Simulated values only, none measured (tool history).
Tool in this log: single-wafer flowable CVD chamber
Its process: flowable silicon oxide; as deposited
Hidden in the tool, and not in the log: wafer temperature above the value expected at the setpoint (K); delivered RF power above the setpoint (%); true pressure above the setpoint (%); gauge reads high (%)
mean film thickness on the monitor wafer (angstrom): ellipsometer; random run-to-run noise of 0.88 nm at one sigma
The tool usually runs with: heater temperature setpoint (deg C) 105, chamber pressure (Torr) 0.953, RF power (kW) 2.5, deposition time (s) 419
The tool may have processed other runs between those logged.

run   hour  heater temperature setpoint (deg C)  chamber pressure (Torr)  RF power (kW)  deposition time (s)  wafers since the last listed run  hours since the last thermocouple change  hours since the last RF generator calibration  hours since the last manometer calibration  hours since the showerhead was replaced  hours since the gauge calibration  read-back reference wafer on the same gauge, thickness_nm  mean film thickness on the monitor wafer (angstrom)
  1      0                                  105                    1.066           2.23                  419                                 0                                    2153.4                                         2082.4                                      1984.9                                   8345.5                              326.1                                                    231.815                                              2921.83
  2    6.9                                  105                    1.066           2.23                  419                                27                                    2160.3                                         2089.3                                      1991.8                                   8352.4                                333                                                    231.762                                              2912.54
  3   23.3                                  105                    0.953          2.125                  419                                65                                    2176.7                                         2105.7                                      2008.2                                   8368.8                              349.4                                                    232.274                                              2603.67
  4   36.1                                  105                    0.953          2.125                  419                                51                                    2189.5                                         2118.5                                        2021                                   8381.6                              362.2                                                    232.031                                               2620.4
  5   45.4                                   96                    0.953            2.5                  419                                37                                    2198.8                                         2127.8                                      2030.3                                   8390.9                              371.5                                                    232.369                                              3746.25
  6   57.7                                   96                    0.953            2.5                  419                                49                                    2211.1                                         2140.1                                      2042.6                                   8403.2                              383.8                                                    231.904                                              3733.52
  7   75.4                                   96                    0.953            2.5                  419                                70                                    2228.8                                         2157.8                                      2060.3                                   8420.9                              401.5                                                    232.097                                              3731.86
      86.4  -- thermocouple changed; heater temperature recalibrated
      89.8  -- showerhead replaced
  8   92.9                                  113                     1.06            2.5                  419                                24                                       6.5                                         2175.3                                      2077.8                                      3.1                                419                                                    232.104                                              2202.66
  9  100.2                                  113                     1.06            2.5                  419                                29                                      13.8                                         2182.6                                      2085.1                                     10.4                              426.3                                                    232.196                                              2178.43
     108.5  -- capacitance manometer re-zeroed and calibrated
 10  116.8                                  113                     1.06            2.5                  419                                34                                      30.4                                         2199.2                                         8.3                                       27                              442.9                                                    231.871                                              2070.41
 11  134.2                                  105                    0.953            2.5                  419                                69                                      47.8                                         2216.6                                        25.7                                     44.4                              460.3                                                     232.07                                              2476.75
 12  146.6                                  113                    1.083            2.5                  419                                49                                      60.2                                           2229                                        38.1                                     56.8                              472.7                                                     232.04                                              2115.49
     149.2  -- gauge calibrated
 13  160.4                                  112                    0.953           2.67                  419                                55                                        74                                         2242.8                                        51.9                                     70.6                               11.2                                                    232.278                                              1942.33
 14  168.6                                  120                    0.743            2.5                  478                                32                                      82.2                                           2251                                        60.1                                     78.8                               19.4                                                     231.93                                              1301.94
 15  174.9                                  105                      0.8            2.5                  443                                25                                      88.5                                         2257.3                                        66.4                                     85.1                               25.7                                                    232.106                                              2209.17
 16  184.5                                   99                    1.163           2.81                  481                                38                                      98.1                                         2266.9                                          76                                     94.7                               35.3                                                    232.019                                              4429.47
 17  196.8                                  120                    0.953          2.865                  419                                49                                     110.4                                         2279.2                                        88.3                                      107                               47.6                                                    232.109                                              1488.29
 18  210.2                                  105                    0.953            2.5                  419                                53                                     123.8                                         2292.6                                       101.7                                    120.4                                 61                                                    231.679                                              2513.33
 19  223.2                                  105                    0.725            2.5                  350                                52                                     136.8                                         2305.6                                       114.7                                    133.4                                 74                                                    231.737                                              1597.01
     259.1  -- RF generator calibrated
 20  259.6                                  105                    0.789            2.5                  362                               113                                     173.2                                            0.5                                       151.1                                    169.8                              110.4                                                    231.898                                              1796.97
 21  264.3                                  105                    0.953            2.5                  419                                18                                     177.9                                            5.2                                       155.8                                    174.5                              115.1                                                    232.144                                               2521.1
 22  281.3                                   98                    0.865            2.5                  396                                68                                     194.9                                           22.2                                       172.8                                    191.5                              132.1                                                    231.495                                               2821.9
 23  298.6                                  113                     1.06            2.5                  419                                69                                     212.2                                           39.5                                       190.1                                    208.8                              149.4                                                    231.812                                              2103.89
 24  314.9                                  105                    0.953            2.5                  419                                65                                     228.5                                           55.8                                       206.4                                    225.1                              165.7                                                    231.855                                              2540.83
 25  328.6                                  119                    1.071           2.73                  341                                54                                     242.2                                           69.5                                       220.1                                    238.8                              179.4                                                    232.196                                              1423.59
 26  337.4                                  105                    0.953            2.5                  419                                35                                       251                                           78.3                                       228.9                                    247.6                              188.2                                                    231.936                                              2541.65
 27  346.8                                  113                    1.145           2.08                  501                                37                                     260.4                                           87.7                                       238.3                                      257                              197.6                                                    232.142                                              2656.96
 28  355.5                                  105                    0.953            2.5                  419                                34                                     269.1                                           96.4                                         247                                    265.7                              206.3                                                    231.864                                               2560.7
 29  364.3                                  112                     1.04          2.995                  351                                35                                     277.9                                          105.2                                       255.8                                    274.5                              215.1                                                    231.926                                              1833.87

Predict each of these 3 candidate next runs independently; none follows another, all start after run 29:
  A  364.8                                  105                    0.953          2.105                  419                                 2                                     278.4                                          105.7                                       256.3                                      275                              215.6                                                          ?                                                    ?
  B  364.8                                  105                    1.038           2.89                  419                                 2                                     278.4                                          105.7                                       256.3                                      275                              215.6                                                          ?                                                    ?
  C  364.8                                   91                    0.953            2.5                  470                                 2                                     278.4                                          105.7                                       256.3                                      275                              215.6                                                          ?                                                    ?

run  read-back reference wafer on the same gauge, thickness_nm  mean film thickness on the monitor wafer (angstrom)
  A                                                    232.296                                              2506.39
  B                                                    232.296                                              2815.44
  C                                                    232.296                                              4855.73
Without the tool's hidden state the same runs would have given:
run  mean film thickness on the monitor wafer (angstrom)
  A                                              2450.38
  B                                              2753.02
  C                                              4747.23

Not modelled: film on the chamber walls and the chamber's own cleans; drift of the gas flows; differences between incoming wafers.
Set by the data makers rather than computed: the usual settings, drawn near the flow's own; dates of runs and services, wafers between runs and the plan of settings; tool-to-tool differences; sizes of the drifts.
